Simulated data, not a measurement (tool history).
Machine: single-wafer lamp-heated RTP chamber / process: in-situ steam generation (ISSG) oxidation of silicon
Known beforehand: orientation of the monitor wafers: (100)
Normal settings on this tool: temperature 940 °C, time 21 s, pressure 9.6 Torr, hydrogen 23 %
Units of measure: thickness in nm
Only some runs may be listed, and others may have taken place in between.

run   hour  temperature  time  pressure  hydrogen  read-back reference wafer on the same gauge, thickness  thickness
  1    0.0          940    21       9.6        23                                                   4.398      4.694
  2   30.8          940    21       9.6        23                                                   4.401      4.728
  3   59.9          926    21       9.6        23                                                   4.399      4.549
  4   91.9          926    21       9.6        23                                                   4.398      4.539
  5  112.0          926    21       9.6        23                                                   4.404      4.593
  6  141.3          930    21       9.6        23                                                   4.398      4.609
  7  176.3          940    21       9.6        23                                                   4.399      4.714
     192.0  -- pressure gauge zeroed
  8  208.3          940    21       9.6        23                                                   4.400      4.764
  9  238.8          940    21       9.6        23                                                   4.404      4.766
 10  272.4          958    27       8.9        16                                                   4.397      5.217
 11  299.0          940    21       9.6        20                                                   4.398      4.652
 12  316.5          956    27      10.2        14                                                   4.398      5.019
 13  331.3          940    26       8.7        14                                                   4.405      4.806
 14  366.9          940    15       9.6        23                                                   4.398      4.217
     389.3  -- hydrogen flow controller replaced
 15  389.8          940    21      10.2        28                                                   4.398      4.986
 16  398.1          940    21       9.6        19                                                   4.401      4.629
 17  413.5          940    15      10.2        16                                                   4.401      3.864
 18  437.3          940    21       9.1        20                                                   4.400      4.715
 19  458.3          926    21       9.6        23                                                   4.399      4.665
     471.6  -- pyrometer window cleaned and pyrometer calibrated
 20  486.7          940    21       9.6        23                                                   4.398      4.757
 21  521.7          940    26       8.6        17                                                   4.400      4.846
 22  552.9          940    21       9.6        23                                                   4.402      4.699
     560.9  -- gauge calibrated
 23  576.4          940    21       9.6        23                                                   4.399      4.715
 24  602.5          940    21       9.6        29                                                   4.403      5.025
 25  634.3          940    28       9.0        23                                                   4.398      5.382
 26  658.4          940    21       9.0        23                                                   4.406      4.799
 27  689.6          940    21      10.2        28                                                   4.399      4.872
 28  706.9          940    26      10.2        19                                                   4.405      4.920
 29  724.3          951    21       8.8        23                                                   4.402      4.966
 30  760.1          940    21      10.2        26                                                   4.399      4.844
 31  793.0          960    21      10.2        28                                                   4.404      5.244
 32  824.2          952    21       9.6        23                                                   4.400      4.932

Same runs, no hidden state in the tool, same run-to-run variation:
Hidden state present: true wafer temperature minus pyrometer reading, K; true pressure minus gauge reading, Torr; deviation of the hydrogen flow from its setpoint, %; gauge reads high (%).
run  thickness
  1      4.686
  2      4.720
  3      4.540
  4      4.527
  5      4.579
  6      4.591
  7      4.688
  8      4.731
  9      4.725
 10      5.151
 11      4.593
 12      4.938
 13      4.730
 14      4.150
 15      4.885
 16      4.532
 17      3.788
 18      4.598
 19      4.547
 20      4.749
 21      4.836
 22      4.689
 23      4.701
 24      5.007
 25      5.354
 26      4.772
 27      4.838
 28      4.878
 29      4.918
 30      4.789
 31      5.163
 32      4.846
